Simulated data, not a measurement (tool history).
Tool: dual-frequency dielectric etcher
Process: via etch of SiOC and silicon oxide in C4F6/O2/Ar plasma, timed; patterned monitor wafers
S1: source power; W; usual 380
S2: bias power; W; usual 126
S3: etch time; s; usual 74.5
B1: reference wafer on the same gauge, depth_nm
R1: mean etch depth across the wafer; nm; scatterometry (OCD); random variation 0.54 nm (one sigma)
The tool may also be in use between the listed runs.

run    hour   S1   S2    S3    B1     R1
  1     0.0  380  126  74.5  92.4   82.7
  2    65.8  380  126  74.5  92.5   82.1
       70.4  -- gauge calibrated
  3   247.8  380  126  74.5  92.4   80.4
  4   293.8  380  126  74.5  92.6   80.1
      326.5  -- source power generator calibrated
  5   340.8  380  126  74.5  92.5   80.8
      360.5  -- bias power generator calibrated
  6   389.8  380  126  86.5  92.5   93.6
  7   453.1  430  126  59.0  92.5   67.3
      490.0  -- wet clean of the chamber
  8   507.0  430  126  59.0  92.6   69.5
  9   537.9  430  116  53.5  92.5   61.6
 10   685.1  380  126  74.5  92.5   81.6
 11   736.7  380  138  87.5  92.6   98.4
 12   788.6  380  126  74.5  92.5   81.7
 13   848.2  340  126  68.5  92.4   70.5
      907.3  -- wet clean of the chamber
 14   907.8  310   95  61.0  92.5   57.1
 15   953.1  380  126  74.5  92.6   82.4
 16  1016.2  470  100  87.0  92.5   99.3
     1057.6  -- upper electrode replaced
 17  1058.1  380  126  74.5  92.4   81.8
 18  1107.4  380  126  74.5  92.4   82.2
 19  1171.1  340  126  68.5  92.5   70.9
 20  1234.9  350  153  93.5  92.5  103.9
     1324.7  -- wet clean of the chamber
 21  1380.3  380  116  65.0  92.5   71.1
 22  1433.1  380  126  74.5  92.6   83.8
 23  1480.3  420  155  74.5  92.4   92.6
 24  1529.4  380  126  83.5  92.5   91.4
 25  1575.4  380  115  74.5  92.6   80.9
 26  1603.8  380  157  74.5  92.5   87.8
 27  1671.3  330  126  74.5  92.6   77.6
 28  1704.5  380  126  74.5  92.5   81.3
 29  1769.9  380  126  74.5  92.5   81.0

Forecast each of these 5 alternatives for the next run:
  A  1770.3  310  126  74.5   ?   ?
  B  1770.3  420  107  68.5   ?   ?
  C  1770.3  430  126  74.5   ?   ?
  D  1770.3  310  141  92.0   ?   ?
  E  1770.3  420  149  88.5   ?   ?

run    B1     R1
  A  92.5   73.7
  B  92.5   74.1
  C  92.5   85.4
  D  92.5   94.2
  E  92.5  105.6
Without the tool's hidden state the same runs would have given:
run     R1
  A   75.5
  B   76.0
  C   87.6
  D   96.6
  E  108.3
